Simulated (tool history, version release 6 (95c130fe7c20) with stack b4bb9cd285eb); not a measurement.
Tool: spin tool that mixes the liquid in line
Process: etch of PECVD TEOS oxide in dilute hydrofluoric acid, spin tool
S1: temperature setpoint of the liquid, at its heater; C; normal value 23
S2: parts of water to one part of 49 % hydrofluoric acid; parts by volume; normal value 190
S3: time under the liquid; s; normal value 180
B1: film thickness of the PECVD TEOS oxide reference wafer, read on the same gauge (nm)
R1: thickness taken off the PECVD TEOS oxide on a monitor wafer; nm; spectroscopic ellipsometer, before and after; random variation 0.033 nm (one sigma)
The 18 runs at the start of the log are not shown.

{"run": 19, "hour": 440.3, "S1": 23, "S2": 215, "S3": 235, "B1": 90.01, "R1": 9.34}
{"run": 20, "hour": 456.0, "S1": 27.5, "S2": 190, "S3": 180, "B1": 90.01, "R1": 9.83}
{"hour": 466.7, "done": "thermometer replaced"}
{"run": 21, "hour": 469.0, "S1": 23, "S2": 160, "S3": 70, "B1": 90, "R1": 3.96}
{"run": 22, "hour": 487.7, "S1": 21, "S2": 270, "S3": 255, "B1": 89.99, "R1": 7.1}
{"run": 23, "hour": 521.3, "S1": 23, "S2": 160, "S3": 70, "B1": 90.01, "R1": 3.97}
{"run": 24, "hour": 541.0, "S1": 23, "S2": 150, "S3": 255, "B1": 90, "R1": 15.51}
{"run": 25, "hour": 647.4, "S1": 26.5, "S2": 190, "S3": 180, "B1": 90, "R1": 9.43}
{"hour": 718.6, "done": "gauge calibrated"}
{"run": 26, "hour": 746.2, "S1": 23, "S2": 190, "S3": 180, "B1": 89.99, "R1": 8.31}
{"run": 27, "hour": 774.2, "S1": 23, "S2": 190, "S3": 180, "B1": 89.97, "R1": 8.37}
{"run": 28, "hour": 867.5, "S1": 19, "S2": 190, "S3": 280, "B1": 89.99, "R1": 11.12}
{"run": 29, "hour": 896.4, "S1": 23, "S2": 190, "S3": 180, "B1": 90.02, "R1": 8.32}
{"run": 30, "hour": 909.4, "S1": 23, "S2": 190, "S3": 180, "B1": 90.01, "R1": 8.26}
{"run": 31, "hour": 929.8, "S1": 18, "S2": 110, "S3": 255, "B1": 90.04, "R1": 18.07}
{"run": 32, "hour": 950.2, "S1": 21.5, "S2": 230, "S3": 245, "B1": 89.99, "R1": 8.5}
{"run": 33, "hour": 978.8, "S1": 23, "S2": 105, "S3": 285, "B1": 90, "R1": 26.14}
{"run": 34, "hour": 1011.5, "S1": 23, "S2": 190, "S3": 180, "B1": 90.02, "R1": 8.3}

Below are 3 alternative next runs, each starting from the tool's condition after run 34. Predict each:
{"run": "A", "hour": 1012.0, "S1": 23, "S2": 190, "S3": 225, "B1": "?", "R1": "?"}
{"run": "B", "hour": 1012.0, "S1": 26.5, "S2": 150, "S3": 180, "B1": "?", "R1": "?"}
{"run": "C", "hour": 1012.0, "S1": 23, "S2": 140, "S3": 180, "B1": "?", "R1": "?"}

run=A B1=89.99 R1=10.36
run=B B1=89.99 R1=12.52
run=C B1=89.99 R1=11.88
Stripped of hidden state, with their random variation kept, the same runs would have yielded:
run=A R1=10.36
run=B R1=12.52
run=C R1=11.88
